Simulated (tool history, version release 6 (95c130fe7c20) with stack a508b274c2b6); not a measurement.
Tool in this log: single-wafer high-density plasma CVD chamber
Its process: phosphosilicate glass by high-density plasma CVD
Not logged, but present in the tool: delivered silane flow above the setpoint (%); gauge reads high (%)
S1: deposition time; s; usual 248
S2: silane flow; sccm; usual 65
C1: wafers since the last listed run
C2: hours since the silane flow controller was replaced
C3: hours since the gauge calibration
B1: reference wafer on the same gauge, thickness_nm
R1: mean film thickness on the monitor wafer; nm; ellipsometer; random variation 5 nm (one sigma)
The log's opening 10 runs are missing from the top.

| run | hour | S1 | S2 | C1 | C2 | C3 | B1 | R1 |
|---|---|---|---|---|---|---|---|---|
| 11 | 763.0 | 248 | 65 | 490 | 4437.7 | 1298.5 | 1320.611 | 1439.791 |
| 12 | 841.3 | 248 | 65 | 407 | 4516.0 | 1376.8 | 1321.805 | 1431.219 |
|  | 851.4 | gauge calibrated |
| 13 | 887.1 | 248 | 65 | 238 | 4561.8 | 35.7 | 1319.950 | 1435.079 |
| 14 | 940.6 | 248 | 65 | 278 | 4615.3 | 89.2 | 1320.373 | 1429.557 |
| 15 | 1035.1 | 248 | 65 | 492 | 4709.8 | 183.7 | 1318.168 | 1437.137 |
| 16 | 1137.6 | 214 | 76 | 534 | 4812.3 | 286.2 | 1321.697 | 1369.320 |
|  | 1159.2 | silane flow controller replaced |
| 17 | 1239.7 | 248 | 60 | 490 | 80.5 | 388.3 | 1317.890 | 1476.281 |
| 18 | 1282.8 | 210 | 59 | 224 | 123.6 | 431.4 | 1318.560 | 1227.125 |
| 19 | 1378.1 | 248 | 62 | 496 | 218.9 | 526.7 | 1320.396 | 1503.774 |
| 20 | 1454.8 | 204 | 70 | 399 | 295.6 | 603.4 | 1320.715 | 1334.980 |
| 21 | 1511.9 | 248 | 65 | 297 | 352.7 | 660.5 | 1319.736 | 1547.610 |
|  | 1526.1 | silane flow controller replaced, repeated, since the last time left the tool worse |
| 22 | 1583.7 | 248 | 65 | 332 | 57.6 | 732.3 | 1318.346 | 1482.054 |
| 23 | 1624.4 | 228 | 73 | 212 | 98.3 | 773.0 | 1318.823 | 1466.324 |
| 24 | 1701.7 | 272 | 57 | 402 | 175.6 | 850.3 | 1318.760 | 1499.867 |
| 25 | 1738.3 | 276 | 69 | 190 | 212.2 | 886.9 | 1320.211 | 1713.773 |
| 26 | 1785.2 | 266 | 69 | 244 | 259.1 | 933.8 | 1319.394 | 1658.413 |
| 27 | 1876.4 | 248 | 65 | 475 | 350.3 | 1025.0 | 1320.486 | 1476.798 |
| 28 | 1942.7 | 248 | 65 | 345 | 416.6 | 1091.3 | 1319.707 | 1478.713 |
| 29 | 2012.8 | 287 | 78 | 365 | 486.7 | 1161.4 | 1319.281 | 1929.361 |
| 30 | 2051.9 | 248 | 65 | 203 | 525.8 | 1200.5 | 1319.498 | 1478.125 |

Alternative continuations, all from the tool just after run 30; predict every row:
| A | 2052.4 | 285 | 65 | 2 | 526.3 | 1201.0 | ? | ? |
| B | 2052.4 | 297 | 56 | 2 | 526.3 | 1201.0 | ? | ? |
| C | 2052.4 | 282 | 60 | 2 | 526.3 | 1201.0 | ? | ? |
| D | 2052.4 | 208 | 72 | 2 | 526.3 | 1201.0 | ? | ? |

| run | B1 | R1 |
|---|---|---|
| A | 1320.058 | 1700.278 |
| B | 1320.058 | 1617.068 |
| C | 1320.058 | 1600.724 |
| D | 1320.058 | 1325.226 |
Had the tool no hidden state, the same runs would have come out as:
| run | R1 |
|---|---|
| A | 1698.668 |
| B | 1615.536 |
| C | 1599.207 |
| D | 1323.970 |

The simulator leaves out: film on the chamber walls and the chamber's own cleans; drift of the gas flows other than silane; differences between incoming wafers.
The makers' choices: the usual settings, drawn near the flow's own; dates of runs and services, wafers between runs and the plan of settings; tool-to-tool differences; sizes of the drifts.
